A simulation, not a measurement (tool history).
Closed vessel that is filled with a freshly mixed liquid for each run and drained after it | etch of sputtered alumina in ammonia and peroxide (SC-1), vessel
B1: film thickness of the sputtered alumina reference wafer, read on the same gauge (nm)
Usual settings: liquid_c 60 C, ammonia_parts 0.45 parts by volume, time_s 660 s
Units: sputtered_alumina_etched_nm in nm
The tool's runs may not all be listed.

run 1 hour=0 | liquid_c=60 ammonia_parts=0.45 time_s=660 | B1=110.02 | sputtered_alumina_etched_nm=44.11
run 2 hour=31.9 | liquid_c=60 ammonia_parts=0.45 time_s=660 | B1=110 | sputtered_alumina_etched_nm=43.94
run 3 hour=60.5 | liquid_c=60 ammonia_parts=0.45 time_s=660 | B1=110 | sputtered_alumina_etched_nm=43.77
run 4 hour=93.6 | liquid_c=60 ammonia_parts=0.45 time_s=660 | B1=109.98 | sputtered_alumina_etched_nm=43.95
run 5 hour=125.5 | liquid_c=60 ammonia_parts=0.45 time_s=660 | B1=110.02 | sputtered_alumina_etched_nm=43.65
run 6 hour=144.7 | liquid_c=60 ammonia_parts=0.45 time_s=660 | B1=109.98 | sputtered_alumina_etched_nm=43.72
run 7 hour=166.1 | liquid_c=60 ammonia_parts=0.35 time_s=660 | B1=109.99 | sputtered_alumina_etched_nm=42.51
run 8 hour=201.6 | liquid_c=60 ammonia_parts=0.35 time_s=660 | B1=109.99 | sputtered_alumina_etched_nm=42.7
run 9 hour=237.5 | liquid_c=60 ammonia_parts=0.35 time_s=660 | B1=110 | sputtered_alumina_etched_nm=42.41
-- hour=254.7 ammonia flow meter replaced
run 10 hour=260.3 | liquid_c=60 ammonia_parts=0.45 time_s=660 | B1=110 | sputtered_alumina_etched_nm=43.52
-- hour=261 gauge calibrated
-- hour=274.9 new drum of ammonia solution connected
run 11 hour=294.6 | liquid_c=67.5 ammonia_parts=0.45 time_s=870 | B1=110.02 | sputtered_alumina_etched_nm=83.8
-- hour=299.9 thermometer replaced
run 12 hour=308.3 | liquid_c=54 ammonia_parts=0.55 time_s=515 | B1=110.01 | sputtered_alumina_etched_nm=28.18
run 13 hour=322 | liquid_c=60 ammonia_parts=0.45 time_s=400 | B1=110 | sputtered_alumina_etched_nm=29.54
run 14 hour=340.9 | liquid_c=60 ammonia_parts=0.45 time_s=660 | B1=110.04 | sputtered_alumina_etched_nm=48.52
run 15 hour=369.9 | liquid_c=60 ammonia_parts=0.45 time_s=660 | B1=109.99 | sputtered_alumina_etched_nm=48.13
run 16 hour=383.1 | liquid_c=50 ammonia_parts=0.55 time_s=795 | B1=110.03 | sputtered_alumina_etched_nm=35.05
run 17 hour=395.7 | liquid_c=69 ammonia_parts=0.45 time_s=280 | B1=110.04 | sputtered_alumina_etched_nm=32.12
run 18 hour=424.2 | liquid_c=54.5 ammonia_parts=0.55 time_s=660 | B1=110.02 | sputtered_alumina_etched_nm=36.73
run 19 hour=455.4 | liquid_c=60 ammonia_parts=0.45 time_s=660 | B1=109.96 | sputtered_alumina_etched_nm=47.97
run 20 hour=490.6 | liquid_c=60 ammonia_parts=0.45 time_s=660 | B1=110 | sputtered_alumina_etched_nm=48
run 21 hour=507.7 | liquid_c=60 ammonia_parts=0.45 time_s=920 | B1=110.04 | sputtered_alumina_etched_nm=67.12
run 22 hour=530.1 | liquid_c=60 ammonia_parts=0.55 time_s=660 | B1=109.98 | sputtered_alumina_etched_nm=49.21
run 23 hour=552 | liquid_c=60 ammonia_parts=0.45 time_s=855 | B1=110.02 | sputtered_alumina_etched_nm=62.16
run 24 hour=606 | liquid_c=60 ammonia_parts=0.5 time_s=800 | B1=110.03 | sputtered_alumina_etched_nm=58.37
run 25 hour=621.9 | liquid_c=60 ammonia_parts=0.45 time_s=660 | B1=110.04 | sputtered_alumina_etched_nm=47.56
run 26 hour=653.7 | liquid_c=67.5 ammonia_parts=0.45 time_s=660 | B1=110.03 | sputtered_alumina_etched_nm=69.31
run 27 hour=672.4 | liquid_c=60 ammonia_parts=0.45 time_s=660 | B1=110.02 | sputtered_alumina_etched_nm=47.69
run 28 hour=689.4 | liquid_c=64.5 ammonia_parts=0.45 time_s=355 | B1=110.01 | sputtered_alumina_etched_nm=32.39

Some steps in sputtered_alumina_etched_nm between neighbouring runs. How much of each would the tool show without its hidden state too (settings, what came in, random variation), and how much is left for the hidden state, with any gauge scatter that isn't in both results?
The hidden state here: liquid colder than its thermometer reads (K); ammonia flow below the setpoint (%); ammonia solution weaker than its label (%); gauge reads high (%).
Run 10 -> 11: liquid_c 60 -> 67.5, time_s 660 -> 870, gauge calibrated, new drum of ammonia solution connected. sputtered_alumina_etched_nm +40.28 nm: hidden state -4.46, all else +44.74.
Run 11 -> 12: liquid_c 67.5 -> 54, ammonia_parts 0.45 -> 0.55, time_s 870 -> 515, thermometer replaced. sputtered_alumina_etched_nm -55.62 nm: hidden state +9.51, all else -65.13.
